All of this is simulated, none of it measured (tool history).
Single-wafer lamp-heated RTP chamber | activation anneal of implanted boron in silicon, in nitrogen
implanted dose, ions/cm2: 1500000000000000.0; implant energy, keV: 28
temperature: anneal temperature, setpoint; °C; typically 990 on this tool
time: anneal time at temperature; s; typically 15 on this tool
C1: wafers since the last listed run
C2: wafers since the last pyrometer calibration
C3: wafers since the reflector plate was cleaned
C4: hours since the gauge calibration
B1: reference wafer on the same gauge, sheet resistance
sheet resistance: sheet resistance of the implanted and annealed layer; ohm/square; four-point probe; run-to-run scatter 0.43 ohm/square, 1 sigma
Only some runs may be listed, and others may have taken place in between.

run 1 hour=0 | temperature=990 time=15 | C1=0 C2=6450 C3=3392 C4=776.6 | B1=85.9 | sheet_resistance=83.81
run 2 hour=38.6 | temperature=990 time=15 | C1=638 C2=7088 C3=4030 C4=815.2 | B1=86.02 | sheet_resistance=84.83
run 3 hour=72.2 | temperature=990 time=15 | C1=555 C2=7643 C3=4585 C4=848.8 | B1=86.11 | sheet_resistance=84.68
run 4 hour=110.1 | temperature=990 time=15 | C1=626 C2=8270 C3=5212 C4=886.7 | B1=85.99 | sheet_resistance=84.48
-- hour=120.1 pyrometer window cleaned and pyrometer calibrated
run 5 hour=168.7 | temperature=990 time=15 | C1=836 C2=804 C3=6049 C4=945.3 | B1=85.97 | sheet_resistance=83.57
-- hour=171 gauge calibrated
run 6 hour=197.7 | temperature=990 time=15 | C1=479 C2=1283 C3=6528 C4=26.7 | B1=85.98 | sheet_resistance=82.45
run 7 hour=244.9 | temperature=1004 time=17 | C1=780 C2=2064 C3=7308 C4=73.9 | B1=85.98 | sheet_resistance=79
-- hour=253.4 reflector plate cleaned
run 8 hour=290.4 | temperature=1004 time=17 | C1=619 C2=2684 C3=612 C4=119.4 | B1=85.97 | sheet_resistance=79.78
run 9 hour=317.8 | temperature=990 time=15 | C1=453 C2=3137 C3=1065 C4=146.8 | B1=86.11 | sheet_resistance=85.34
run 10 hour=356.4 | temperature=990 time=15 | C1=638 C2=3775 C3=1703 C4=185.4 | B1=85.99 | sheet_resistance=85.07
run 11 hour=412.7 | temperature=990 time=15 | C1=930 C2=4706 C3=2634 C4=241.7 | B1=85.98 | sheet_resistance=85
run 12 hour=455.6 | temperature=990 time=15 | C1=709 C2=5415 C3=3343 C4=284.6 | B1=85.96 | sheet_resistance=84.71
run 13 hour=505.6 | temperature=990 time=18 | C1=826 C2=6241 C3=4170 C4=334.6 | B1=86.04 | sheet_resistance=83.77
-- hour=520.2 pyrometer window cleaned and pyrometer calibrated
run 14 hour=554.3 | temperature=990 time=15 | C1=672 C2=563 C3=4843 C4=383.3 | B1=85.89 | sheet_resistance=83.71
run 15 hour=578.7 | temperature=990 time=15 | C1=403 C2=966 C3=5246 C4=407.7 | B1=86.08 | sheet_resistance=83.51
-- hour=608.5 reflector plate cleaned
run 16 hour=635.2 | temperature=990 time=13 | C1=801 C2=1768 C3=441 C4=464.2 | B1=85.96 | sheet_resistance=85.58
run 17 hour=659.3 | temperature=966 time=12 | C1=398 C2=2166 C3=840 C4=488.3 | B1=86.01 | sheet_resistance=104.3
run 18 hour=686.9 | temperature=1011 time=19 | C1=456 C2=2623 C3=1296 C4=515.9 | B1=86.09 | sheet_resistance=78.51
run 19 hour=749.4 | temperature=990 time=22 | C1=1033 C2=3656 C3=2330 C4=578.4 | B1=86.03 | sheet_resistance=82.85
run 20 hour=783.1 | temperature=968 time=24 | C1=557 C2=4213 C3=2887 C4=612.1 | B1=86.08 | sheet_resistance=94.85
-- hour=911.2 gauge calibrated
run 21 hour=969 | temperature=1010 time=23 | C1=3073 C2=7287 C3=5960 C4=57.8 | B1=86.07 | sheet_resistance=77.85
-- hour=996.8 pyrometer window cleaned and pyrometer calibrated
-- hour=1040 reflector plate cleaned
run 22 hour=1040.5 | temperature=990 time=15 | C1=917 C2=590 C3=7 C4=129.3 | B1=85.95 | sheet_resistance=84.38
run 23 hour=1063.7 | temperature=1003 time=15 | C1=383 C2=974 C3=391 C4=152.5 | B1=85.76 | sheet_resistance=80.87
run 24 hour=1119 | temperature=978 time=7 | C1=914 C2=1888 C3=1305 C4=207.8 | B1=86.14 | sheet_resistance=97.98
run 25 hour=1147.2 | temperature=999 time=21 | C1=466 C2=2354 C3=1771 C4=236 | B1=85.92 | sheet_resistance=81.09
run 26 hour=1184.3 | temperature=1016 time=15 | C1=613 C2=2968 C3=2384 C4=273.1 | B1=85.95 | sheet_resistance=78.64
run 27 hour=1247.3 | temperature=1003 time=19 | C1=1041 C2=4009 C3=3426 C4=336.1 | B1=85.94 | sheet_resistance=80.15
run 28 hour=1283.6 | temperature=990 time=15 | C1=600 C2=4610 C3=4026 C4=372.4 | B1=86.07 | sheet_resistance=84.3
run 29 hour=1335.4 | temperature=990 time=15 | C1=856 C2=5466 C3=4883 C4=424.2 | B1=85.97 | sheet_resistance=84.56
run 30 hour=1407.2 | temperature=990 time=19 | C1=1187 C2=6653 C3=6070 C4=496 | B1=85.9 | sheet_resistance=82.58

Some steps in sheet resistance between neighbouring runs. How much of each would the tool show without its hidden state too (settings, what came in, random variation), and how much is left for the hidden state, with any gauge scatter that isn't in both results?
Hidden state present: true wafer temperature minus pyrometer reading, K; wafer temperature error from the tarnished reflector plate, K; gauge reads high (%).
Run 6 -> 7: temperature 990 -> 1004, time 15 -> 17. sheet resistance -3.45 ohm/square: hidden state +0.75, all else -4.2.
Run 7 -> 8: reflector plate cleaned. sheet resistance +0.78 ohm/square: hidden state +1.27, all else -0.49.
Run 15 -> 16: time 15 -> 13, reflector plate cleaned. sheet resistance +2.07 ohm/square: hidden state +1.27, all else +0.8.
Run 16 -> 17: temperature 990 -> 966, time 13 -> 12. sheet resistance +18.72 ohm/square: hidden state -0.27, all else +18.99.
Run 17 -> 18: temperature 966 -> 1011, time 12 -> 19. sheet resistance -25.79 ohm/square: hidden state +0.33, all else -26.12.
Run 23 -> 24: temperature 1003 -> 978, time 15 -> 7. sheet resistance +17.11 ohm/square: hidden state -0.32, all else +17.43.
